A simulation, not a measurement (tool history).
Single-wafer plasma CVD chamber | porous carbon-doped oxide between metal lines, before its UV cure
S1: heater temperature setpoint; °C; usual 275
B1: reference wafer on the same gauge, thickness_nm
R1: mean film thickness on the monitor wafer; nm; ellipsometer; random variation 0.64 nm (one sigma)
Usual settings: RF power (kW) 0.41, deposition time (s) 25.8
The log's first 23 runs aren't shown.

At day 23.879: gauge calibrated.
At day 24.171: RF generator calibrated.
Run 24, day 24.229: usual settings but deposition time (s) 23.9; B1 180.93. Result: R1 143.734 nm.
Run 25, day 25.371: usual settings but S1 269 °C, RF power (kW) 0.375; B1 181.017. Result: R1 153.801 nm.
Run 26, day 26.838: usual settings but S1 266 °C, RF power (kW) 0.385, deposition time (s) 28.1; B1 181.077. Result: R1 173.363 nm.
Run 27, day 28.292: usual settings but S1 270 °C; B1 181.226. Result: R1 161.992 nm.
Run 28, day 31.454: usual settings; B1 181.014. Result: R1 156.115 nm.
Run 29, day 32.404: usual settings but S1 266 °C; B1 180.916. Result: R1 166.452 nm.
Run 30, day 33.829: usual settings but RF power (kW) 0.435, deposition time (s) 30.6; B1 180.876. Result: R1 190.329 nm.
Run 31, day 34.475: usual settings but S1 271 °C; B1 181.302. Result: R1 160.458 nm.

5 ways to go on from here, each from the tool as it stands after run 31. What would each give?
Run A, day 34.492: usual settings but deposition time (s) 23.6; B1 ?. Result: R1 ?.
Run B, day 34.492: usual settings but S1 268 °C, RF power (kW) 0.45, deposition time (s) 21.2; B1 ?. Result: R1 ?.
Run C, day 34.492: usual settings but S1 266 °C, RF power (kW) 0.355, deposition time (s) 29.7; B1 ?. Result: R1 ?.
Run D, day 34.492: usual settings but S1 284 °C; B1 ?. Result: R1 ?.
Run E, day 34.492: usual settings but S1 261 °C, deposition time (s) 29.1; B1 ?. Result: R1 ?.

run       B1       R1
  A  180.995   143.29
  B  180.995  143.224
  C  180.995  174.507
  D  180.995  147.344
  E  180.995  192.985
Without the tool's hidden state the same runs would have given:
run       R1
  A  141.677
  B  141.567
  C  172.473
  D  145.751
  E  190.693
